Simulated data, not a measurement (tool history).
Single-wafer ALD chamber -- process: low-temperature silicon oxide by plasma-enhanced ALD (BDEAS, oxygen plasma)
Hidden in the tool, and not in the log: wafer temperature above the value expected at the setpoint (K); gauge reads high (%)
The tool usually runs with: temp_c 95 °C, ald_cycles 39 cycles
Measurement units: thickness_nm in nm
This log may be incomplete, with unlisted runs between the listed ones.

run,day,temp_c,ald_cycles,wafers since the last listed run,hours since the last thermocouple change,hours since the gauge calibration,"read-back reference wafer on the same gauge, thickness_nm",thickness_nm
1,0,100,34,0,1425.2,84.8,5.794,4.338
2,0.321,100,34,52,1432.9,92.5,5.791,4.357
3,0.833,91,37,84,1445.2,104.8,5.794,4.912
4,1.417,91,37,95,1459.2,118.8,5.783,4.897
5,1.85,91,37,71,1469.6,129.2,5.787,4.924
6,2.579,91,45,119,1487.1,146.7,5.789,5.968
7,3,91,45,69,1497.2,156.8,5.79,5.969
# day 3.417: gauge calibrated
8,3.512,91,45,84,1509.5,2.3,5.782,5.97
9,3.942,82,41,70,1519.8,12.6,5.792,5.628
10,4.404,109,46,75,1530.9,23.7,5.796,5.786
11,4.675,107,36,44,1537.4,30.2,5.789,4.546
# day 5.321: thermocouple changed; heater temperature recalibrated
12,5.342,95,39,54,0.5,46.2,5.788,5.095
13,6,95,39,108,16.3,62,5.794,5.102
14,6.592,84,35,97,30.5,76.2,5.786,4.763
15,6.967,84,42,61,39.5,85.2,5.792,5.756
16,7.292,84,35,53,47.3,93,5.798,4.762
17,7.954,87,34,108,63.2,108.9,5.788,4.562

For each entry between runs, how does the tool's hidden state at the last listed run before it compare with that at the first listed run after it?
Logged between run 7 and run 8: gauge calibrated (day 3.417)
  the hidden state is the same at both runs
Logged between run 11 and run 12: thermocouple changed; heater temperature recalibrated (day 5.321)
  the hidden state is the same at both runs
